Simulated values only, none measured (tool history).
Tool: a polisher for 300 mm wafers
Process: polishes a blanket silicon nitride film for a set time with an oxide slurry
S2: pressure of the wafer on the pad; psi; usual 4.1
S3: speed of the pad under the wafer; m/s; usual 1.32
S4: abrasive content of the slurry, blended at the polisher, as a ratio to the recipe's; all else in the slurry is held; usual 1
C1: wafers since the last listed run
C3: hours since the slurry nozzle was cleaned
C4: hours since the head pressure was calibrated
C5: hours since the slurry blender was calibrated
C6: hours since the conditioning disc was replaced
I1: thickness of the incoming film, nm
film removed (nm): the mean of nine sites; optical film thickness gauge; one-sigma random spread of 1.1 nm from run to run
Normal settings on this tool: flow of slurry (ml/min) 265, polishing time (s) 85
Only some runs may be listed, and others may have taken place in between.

Run 1, hour 0: usual settings; C1 0; wafers polished on this pad 662; C3 296.7; C4 291.8; C5 303.5; C6 90.3; I1 475.6. Result: film removed (nm) 79.1.
Run 2, hour 39.5: usual settings; C1 305; wafers polished on this pad 968; C3 336.2; C4 331.3; C5 343; C6 129.8; I1 483.5. Result: film removed (nm) 77.7.
Run 3, hour 66.3: usual settings; C1 207; wafers polished on this pad 1175; C3 363; C4 358.1; C5 369.8; C6 156.6; I1 484.7. Result: film removed (nm) 79.5.
Run 4, hour 120.8: usual settings; C1 421; wafers polished on this pad 1596; C3 417.5; C4 412.6; C5 424.3; C6 211.1; I1 482.4. Result: film removed (nm) 78.6.
At hour 165.7: slurry blender recalibrated.
At hour 216.4: worn pad replaced by a new one.
Run 5, hour 216.9: usual settings; C1 696; wafers polished on this pad 3; C3 513.6; C4 508.7; C5 51.2; C6 307.2; I1 482.6. Result: film removed (nm) 77.2.
At hour 239.6: conditioning disc replaced and pad reconditioned.
Run 6, hour 254.9: usual settings; C1 278; wafers polished on this pad 282; C3 551.6; C4 546.7; C5 89.2; C6 15.3; I1 476.9. Result: film removed (nm) 78.3.
At hour 262.1: slurry nozzle cleaned.
Run 7, hour 296.9: usual settings but S2 3 psi, polishing time (s) 76; C1 316; wafers polished on this pad 598; C3 34.8; C4 588.7; C5 131.2; C6 57.3; I1 478.3. Result: film removed (nm) 55.7.
Run 8, hour 323: usual settings but S2 3 psi, polishing time (s) 76; C1 201; wafers polished on this pad 800; C3 60.9; C4 614.8; C5 157.3; C6 83.4; I1 475.3. Result: film removed (nm) 54.4.
Run 9, hour 359.2: usual settings but S2 3 psi, polishing time (s) 76; C1 279; wafers polished on this pad 1080; C3 97.1; C4 651; C5 193.5; C6 119.6; I1 471.9. Result: film removed (nm) 54.8.
Run 10, hour 415.9: usual settings but polishing time (s) 74; C1 438; wafers polished on this pad 1518; C3 153.8; C4 707.7; C5 250.2; C6 176.3; I1 478.6. Result: film removed (nm) 71.3.
Run 11, hour 467.2: usual settings but flow of slurry (ml/min) 200, S3 0.92 m/s, S4 1.2; C1 396; wafers polished on this pad 1915; C3 205.1; C4 759; C5 301.5; C6 227.6; I1 475.6. Result: film removed (nm) 67.3.
At hour 498.5: conditioning disc replaced and pad reconditioned.
At hour 516.6: worn pad replaced by a new one.
Run 12, hour 530.8: usual settings but flow of slurry (ml/min) 330, S2 5.3 psi, S3 1.14 m/s, polishing time (s) 95; C1 445; wafers polished on this pad 109; C3 268.7; C4 822.6; C5 365.1; C6 32.3; I1 479.7. Result: film removed (nm) 111.9.
At hour 552.6: head pressure recalibrated.
Run 13, hour 558.8: usual settings; C1 200; wafers polished on this pad 310; C3 296.7; C4 6.2; C5 393.1; C6 60.3; I1 479.2. Result: film removed (nm) 80.4.
At hour 564: slurry blender recalibrated.
Run 14, hour 603.3: usual settings but S2 2.8 psi, S4 1.15; C1 328; wafers polished on this pad 638; C3 341.2; C4 50.7; C5 39.3; C6 104.8; I1 476.3. Result: film removed (nm) 58.2.
Run 15, hour 635.3: usual settings but flow of slurry (ml/min) 190, polishing time (s) 70; C1 247; wafers polished on this pad 886; C3 373.2; C4 82.7; C5 71.3; C6 136.8; I1 473.8. Result: film removed (nm) 62.7.
Run 16, hour 702.7: usual settings; C1 520; wafers polished on this pad 1407; C3 440.6; C4 150.1; C5 138.7; C6 204.2; I1 478.3. Result: film removed (nm) 81.2.
Run 17, hour 738.5: usual settings but flow of slurry (ml/min) 220, S2 3.7 psi, S3 1.58 m/s, polishing time (s) 68; C1 276; wafers polished on this pad 1683; C3 476.4; C4 185.9; C5 174.5; C6 240; I1 482.7. Result: film removed (nm) 62.8.
At hour 763.3: worn pad replaced by a new one, of another model than before.
At hour 765.3: conditioning disc replaced and pad reconditioned.
Run 18, hour 787: usual settings; C1 328; wafers polished on this pad 167; C3 524.9; C4 234.4; C5 223; C6 21.7; I1 476.1. Result: film removed (nm) 81.7.
At hour 844.9: slurry nozzle cleaned.
Run 19, hour 893.2: usual settings but S2 4.5 psi, S4 0.85, polishing time (s) 57; C1 813; wafers polished on this pad 981; C3 48.3; C4 340.6; C5 329.2; C6 127.9; I1 481.3. Result: film removed (nm) 55.4.
Run 20, hour 947: usual settings; C1 415; wafers polished on this pad 1396; C3 102.1; C4 394.4; C5 383; C6 181.7; I1 475.6. Result: film removed (nm) 82.9.
At hour 1011.6: slurry blender recalibrated.
Run 21, hour 1015.8: usual settings but S2 3.7 psi, S3 1.62 m/s, S4 0.9; C1 516; wafers polished on this pad 1913; C3 170.9; C4 463.2; C5 4.2; C6 250.5; I1 485.5. Result: film removed (nm) 82.3.
At hour 1057.8: worn pad replaced by a new one.
Run 22, hour 1058.3: usual settings but S2 4.8 psi, polishing time (s) 97; C1 297; wafers polished on this pad 4; C3 213.4; C4 505.7; C5 46.7; C6 293; I1 483.9. Result: film removed (nm) 101.4.
At hour 1075.8: conditioning disc replaced and pad reconditioned.
Run 23, hour 1089.4: usual settings but S2 4.5 psi, S3 1.02 m/s; C1 224; wafers polished on this pad 229; C3 244.5; C4 536.8; C5 77.8; C6 13.6; I1 480.3. Result: film removed (nm) 80.4.
Run 24, hour 1119.7: usual settings but polishing time (s) 103; C1 234; wafers polished on this pad 463; C3 274.8; C4 567.1; C5 108.1; C6 43.9; I1 475.9. Result: film removed (nm) 100.
Run 25, hour 1174: usual settings but S2 3.2 psi; C1 419; wafers polished on this pad 883; C3 329.1; C4 621.4; C5 162.4; C6 98.2; I1 484.3. Result: film removed (nm) 71.4.

What if the next run were any one of these 4? Each begins from the tool's condition after run 25:
Run A, hour 1174.5: usual settings but flow of slurry (ml/min) 300; C1 3; wafers polished on this pad 886; C3 329.6; C4 621.9; C5 162.9; C6 98.7; I1 475.7. Result: film removed (nm) ?.
Run B, hour 1174.5: usual settings but S3 1.46 m/s, S4 1.15; C1 3; wafers polished on this pad 886; C3 329.6; C4 621.9; C5 162.9; C6 98.7; I1 475.7. Result: film removed (nm) ?.
Run C, hour 1174.5: usual settings but flow of slurry (ml/min) 355, S3 1.2 m/s; C1 3; wafers polished on this pad 886; C3 329.6; C4 621.9; C5 162.9; C6 98.7; I1 475.7. Result: film removed (nm) ?.
Run D, hour 1174.5: usual settings but S2 3.1 psi; C1 3; wafers polished on this pad 886; C3 329.6; C4 621.9; C5 162.9; C6 98.7; I1 475.7. Result: film removed (nm) ?.

run  film removed (nm)
  A               82.2
  B               88.9
  C               80.7
  D               70.1
With the hidden condition removed and each run's random variation left untouched, the same runs would have given:
run  film removed (nm)
  A                 85
  B               92.2
  C               83.1
  D               72.7
